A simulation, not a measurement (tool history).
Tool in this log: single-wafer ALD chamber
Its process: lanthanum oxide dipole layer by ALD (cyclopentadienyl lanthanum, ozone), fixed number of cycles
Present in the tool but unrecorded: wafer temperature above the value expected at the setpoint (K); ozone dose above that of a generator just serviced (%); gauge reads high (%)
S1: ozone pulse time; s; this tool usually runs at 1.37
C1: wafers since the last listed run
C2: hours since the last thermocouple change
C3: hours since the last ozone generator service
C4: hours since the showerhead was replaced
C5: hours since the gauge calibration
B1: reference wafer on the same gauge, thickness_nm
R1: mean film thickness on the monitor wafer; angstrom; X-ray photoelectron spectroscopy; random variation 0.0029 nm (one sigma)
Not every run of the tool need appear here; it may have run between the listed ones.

run 1 hour=0 | S1=1.37 | C1=0 C2=963.8 C3=1035.9 C4=5815.4 C5=441.8 | B1=0.534 | R1=5.11
run 2 hour=6.8 | S1=1.37 | C1=80 C2=970.6 C3=1042.7 C4=5822.2 C5=448.6 | B1=0.535 | R1=5.13
run 3 hour=21.9 | S1=1.37 | C1=179 C2=985.7 C3=1057.8 C4=5837.3 C5=463.7 | B1=0.534 | R1=5.12
run 4 hour=29.9 | S1=1.16 | C1=94 C2=993.7 C3=1065.8 C4=5845.3 C5=471.7 | B1=0.534 | R1=4.67
run 5 hour=46.9 | S1=1.16 | C1=201 C2=1010.7 C3=1082.8 C4=5862.3 C5=488.7 | B1=0.534 | R1=4.68
-- hour=75.2 showerhead replaced
-- hour=81.3 gauge calibrated
run 6 hour=99.3 | S1=1.16 | C1=526 C2=1063.1 C3=1135.2 C4=24.1 C5=18 | B1=0.535 | R1=4.65
run 7 hour=106.3 | S1=1.37 | C1=82 C2=1070.1 C3=1142.2 C4=31.1 C5=25 | B1=0.534 | R1=5.12
run 8 hour=117.9 | S1=1.37 | C1=137 C2=1081.7 C3=1153.8 C4=42.7 C5=36.6 | B1=0.534 | R1=5.12
run 9 hour=124.4 | S1=1.37 | C1=77 C2=1088.2 C3=1160.3 C4=49.2 C5=43.1 | B1=0.533 | R1=5.12
run 10 hour=133 | S1=0.94 | C1=101 C2=1096.8 C3=1168.9 C4=57.8 C5=51.7 | B1=0.533 | R1=3.91
run 11 hour=150.3 | S1=1.13 | C1=205 C2=1114.1 C3=1186.2 C4=75.1 C5=69 | B1=0.533 | R1=4.53
run 12 hour=157.2 | S1=0.83 | C1=81 C2=1121 C3=1193.1 C4=82 C5=75.9 | B1=0.534 | R1=3.38
run 13 hour=171.7 | S1=1.37 | C1=171 C2=1135.5 C3=1207.6 C4=96.5 C5=90.4 | B1=0.534 | R1=5.1
run 14 hour=186.9 | S1=1.19 | C1=180 C2=1150.7 C3=1222.8 C4=111.7 C5=105.6 | B1=0.533 | R1=4.66
run 15 hour=206.7 | S1=1.85 | C1=234 C2=1170.5 C3=1242.6 C4=131.5 C5=125.4 | B1=0.535 | R1=5.7
run 16 hour=219.9 | S1=1.84 | C1=156 C2=1183.7 C3=1255.8 C4=144.7 C5=138.6 | B1=0.534 | R1=5.76
run 17 hour=226.2 | S1=1.13 | C1=74 C2=1190 C3=1262.1 C4=151 C5=144.9 | B1=0.535 | R1=4.51

Run 18 is up next; what results do you expect?
run 18 hour=240.9 | S1=1.2 | C1=174 C2=1204.7 C3=1276.8 C4=165.7 C5=159.6 | B1=? | R1=?

Run 18 measured B1 0.534, R1 4.73 angstrom.
Minus the tool's unlogged condition, the same run would have read R1 5.61 angstrom.
